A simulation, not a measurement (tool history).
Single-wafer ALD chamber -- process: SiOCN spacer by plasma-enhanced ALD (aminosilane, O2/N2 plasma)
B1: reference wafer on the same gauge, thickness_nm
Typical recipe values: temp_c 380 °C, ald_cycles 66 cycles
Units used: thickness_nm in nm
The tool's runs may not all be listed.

{"run": 1, "day": 0.0, "temp_c": 391, "ald_cycles": 74, "B1": 4.094, "thickness_nm": 4.367}
{"run": 2, "day": 0.425, "temp_c": 380, "ald_cycles": 74, "B1": 4.093, "thickness_nm": 4.378}
{"run": 3, "day": 0.954, "temp_c": 386, "ald_cycles": 66, "B1": 4.091, "thickness_nm": 3.883}
{"run": 4, "day": 1.467, "temp_c": 386, "ald_cycles": 66, "B1": 4.088, "thickness_nm": 3.902}
{"run": 5, "day": 1.725, "temp_c": 392, "ald_cycles": 66, "B1": 4.09, "thickness_nm": 3.881}
{"run": 6, "day": 2.338, "temp_c": 380, "ald_cycles": 66, "B1": 4.085, "thickness_nm": 3.893}
{"day": 2.904, "done": "thermocouple changed; heater temperature recalibrated"}
{"run": 7, "day": 2.925, "temp_c": 380, "ald_cycles": 66, "B1": 4.082, "thickness_nm": 3.898}
{"run": 8, "day": 3.629, "temp_c": 380, "ald_cycles": 66, "B1": 4.078, "thickness_nm": 3.889}
{"run": 9, "day": 4.175, "temp_c": 385, "ald_cycles": 66, "B1": 4.074, "thickness_nm": 3.882}
{"run": 10, "day": 4.6, "temp_c": 369, "ald_cycles": 57, "B1": 4.072, "thickness_nm": 3.349}

Expected results for the next run?
{"run": 11, "day": 5.112, "temp_c": 394, "ald_cycles": 70, "B1": "?", "thickness_nm": "?"}

B1: 4.068
thickness_nm: 4.108 nm
With no hidden state in the tool, this same run would have given thickness_nm 4.14 nm.

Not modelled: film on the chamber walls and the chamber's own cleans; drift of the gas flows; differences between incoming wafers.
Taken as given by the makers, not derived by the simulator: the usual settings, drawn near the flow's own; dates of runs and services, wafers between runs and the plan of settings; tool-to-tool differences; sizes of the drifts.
